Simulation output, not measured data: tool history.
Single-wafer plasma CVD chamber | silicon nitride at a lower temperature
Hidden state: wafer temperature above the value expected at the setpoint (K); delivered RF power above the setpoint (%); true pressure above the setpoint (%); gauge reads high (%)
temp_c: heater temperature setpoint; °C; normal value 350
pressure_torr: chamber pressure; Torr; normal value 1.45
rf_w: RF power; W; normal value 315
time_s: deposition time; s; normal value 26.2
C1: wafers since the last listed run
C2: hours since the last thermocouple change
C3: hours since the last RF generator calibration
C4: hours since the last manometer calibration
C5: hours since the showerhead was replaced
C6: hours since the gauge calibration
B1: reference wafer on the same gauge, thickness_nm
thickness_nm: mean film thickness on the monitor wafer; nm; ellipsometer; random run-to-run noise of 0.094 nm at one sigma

Run 1, hour 0.0: usual settings; C1 0; C2 1505.7; C3 583.1; C4 1261.1; C5 2751.7; C6 851.9; B1 33.861. Result: thickness_nm 28.926 nm.
Run 2, hour 67.6: usual settings; C1 1681; C2 1573.3; C3 650.7; C4 1328.7; C5 2819.3; C6 919.5; B1 33.881. Result: thickness_nm 28.796 nm.
Run 3, hour 103.1: usual settings; C1 882; C2 1608.8; C3 686.2; C4 1364.2; C5 2854.8; C6 955.0; B1 33.893. Result: thickness_nm 28.787 nm.
Run 4, hour 147.1: usual settings; C1 1094; C2 1652.8; C3 730.2; C4 1408.2; C5 2898.8; C6 999.0; B1 33.871. Result: thickness_nm 28.591 nm.
Run 5, hour 185.6: usual settings but pressure_torr 1.37 Torr; C1 957; C2 1691.3; C3 768.7; C4 1446.7; C5 2937.3; C6 1037.5; B1 33.903. Result: thickness_nm 28.251 nm.
Run 6, hour 239.9: usual settings but pressure_torr 1.37 Torr; C1 1350; C2 1745.6; C3 823.0; C4 1501.0; C5 2991.6; C6 1091.8; B1 33.851. Result: thickness_nm 28.283 nm.
Run 7, hour 366.4: usual settings but pressure_torr 1.37 Torr; C1 3146; C2 1872.1; C3 949.5; C4 1627.5; C5 3118.1; C6 1218.3; B1 33.926. Result: thickness_nm 27.964 nm.
Run 8, hour 423.0: usual settings but rf_w 330 W; C1 1407; C2 1928.7; C3 1006.1; C4 1684.1; C5 3174.7; C6 1274.9; B1 33.877. Result: thickness_nm 29.887 nm.
Run 9, hour 458.4: usual settings but rf_w 330 W; C1 880; C2 1964.1; C3 1041.5; C4 1719.5; C5 3210.1; C6 1310.3; B1 33.875. Result: thickness_nm 29.788 nm.
At hour 490.7: capacitance manometer re-zeroed and calibrated.
Run 10, hour 498.3: usual settings; C1 793; C2 2004.0; C3 1081.4; C4 7.6; C5 3250.0; C6 1350.2; B1 33.857. Result: thickness_nm 28.387 nm.
Run 11, hour 554.2: usual settings; C1 1390; C2 2059.9; C3 1137.3; C4 63.5; C5 3305.9; C6 1406.1; B1 33.896. Result: thickness_nm 28.526 nm.
At hour 592.0: showerhead replaced.
Run 12, hour 592.5: usual settings; C1 753; C2 2098.2; C3 1175.6; C4 101.8; C5 0.5; C6 1444.4; B1 33.935. Result: thickness_nm 28.623 nm.
At hour 607.1: gauge calibrated.
Run 13, hour 616.4: usual settings but temp_c 358 °C, pressure_torr 1.59 Torr, rf_w 260 W, time_s 28.8 s; C1 594; C2 2122.1; C3 1199.5; C4 125.7; C5 24.4; C6 9.3; B1 33.891. Result: thickness_nm 26.428 nm.
At hour 647.5: RF generator calibrated.
Run 14, hour 648.0: usual settings but temp_c 354 °C, pressure_torr 1.34 Torr; C1 586; C2 2153.7; C3 0.5; C4 157.3; C5 56.0; C6 40.9; B1 33.917. Result: thickness_nm 27.165 nm.
Run 15, hour 671.8: usual settings but temp_c 359 °C, pressure_torr 1.69 Torr, time_s 30.4 s; C1 591; C2 2177.5; C3 24.3; C4 181.1; C5 79.8; C6 64.7; B1 33.884. Result: thickness_nm 33.446 nm.
Run 16, hour 721.4: usual settings but rf_w 260 W, time_s 28.2 s; C1 1233; C2 2227.1; C3 73.9; C4 230.7; C5 129.4; C6 114.3; B1 33.912. Result: thickness_nm 24.518 nm.
Run 17, hour 787.8: usual settings but temp_c 363 °C, pressure_torr 1.54 Torr, rf_w 285 W, time_s 30.3 s; C1 1651; C2 2293.5; C3 140.3; C4 297.1; C5 195.8; C6 180.7; B1 33.879. Result: thickness_nm 29.163 nm.
Run 18, hour 857.6: usual settings but rf_w 275 W, time_s 27.9 s; C1 1735; C2 2363.3; C3 210.1; C4 366.9; C5 265.6; C6 250.5; B1 33.872. Result: thickness_nm 25.455 nm.
Run 19, hour 902.3: usual settings but rf_w 345 W; C1 1111; C2 2408.0; C3 254.8; C4 411.6; C5 310.3; C6 295.2; B1 33.857. Result: thickness_nm 29.526 nm.
Run 20, hour 936.6: usual settings but temp_c 342 °C, pressure_torr 1.61 Torr, time_s 23.5 s; C1 853; C2 2442.3; C3 289.1; C4 445.9; C5 344.6; C6 329.5; B1 33.894. Result: thickness_nm 25.188 nm.
Run 21, hour 987.3: usual settings but pressure_torr 1.70 Torr, rf_w 340 W, time_s 30.9 s; C1 1260; C2 2493.0; C3 339.8; C4 496.6; C5 395.3; C6 380.2; B1 33.939. Result: thickness_nm 36.275 nm.
At hour 1005.2: RF generator calibrated, repeated, since the last time left the tool worse.
At hour 1010.7: thermocouple changed; heater temperature recalibrated.
Run 22, hour 1022.1: usual settings but temp_c 363 °C, pressure_torr 1.54 Torr, rf_w 285 W, time_s 30.3 s; C1 529; C2 11.4; C3 16.9; C4 531.4; C5 430.1; C6 415.0; B1 33.893. Result: thickness_nm 31.738 nm.
Run 23, hour 1077.3: usual settings but pressure_torr 1.11 Torr; C1 1372; C2 66.6; C3 72.1; C4 586.6; C5 485.3; C6 470.2; B1 33.930. Result: thickness_nm 26.979 nm.
Run 24, hour 1139.3: usual settings; C1 1541; C2 128.6; C3 134.1; C4 648.6; C5 547.3; C6 532.2; B1 33.919. Result: thickness_nm 29.439 nm.
Run 25, hour 1208.5: usual settings; C1 1720; C2 197.8; C3 203.3; C4 717.8; C5 616.5; C6 601.4; B1 33.912. Result: thickness_nm 29.168 nm.
Run 26, hour 1248.3: usual settings but temp_c 360 °C, time_s 23.7 s; C1 989; C2 237.6; C3 243.1; C4 757.6; C5 656.3; C6 641.2; B1 33.865. Result: thickness_nm 26.410 nm.
Run 27, hour 1276.7: usual settings but temp_c 344 °C, pressure_torr 1.27 Torr, time_s 21.3 s; C1 706; C2 266.0; C3 271.5; C4 786.0; C5 684.7; C6 669.6; B1 33.927. Result: thickness_nm 22.696 nm.
Run 28, hour 1322.9: usual settings; C1 1148; C2 312.2; C3 317.7; C4 832.2; C5 730.9; C6 715.8; B1 33.939. Result: thickness_nm 29.160 nm.
Run 29, hour 1452.8: usual settings but temp_c 356 °C; C1 3230; C2 442.1; C3 447.6; C4 962.1; C5 860.8; C6 845.7; B1 33.873. Result: thickness_nm 29.012 nm.

Below, each run's measurement less what the same run would have read without the hidden state. Both values contain the same run-to-run variation, but the gauge's scatter may not be the same in both:
run  thickness_nm
  1        -0.929
  2        -0.969
  3        -0.989
  4        -1.006
  5        -1.013
  6        -1.038
  7        -1.071
  8        -1.143
  9        -1.149
 10        -1.123
 11        -1.140
 12        -1.151
 13        -1.156
 14        -1.890
 15        -2.410
 16        -2.047
 17        -2.523
 18        -2.346
 19        -2.560
 20        -2.330
 21        -3.333
 22        -0.137
 23        -0.230
 24        -0.381
 25        -0.501
 26        -0.512
 27        -0.472
 28        -0.670
 29        -0.811
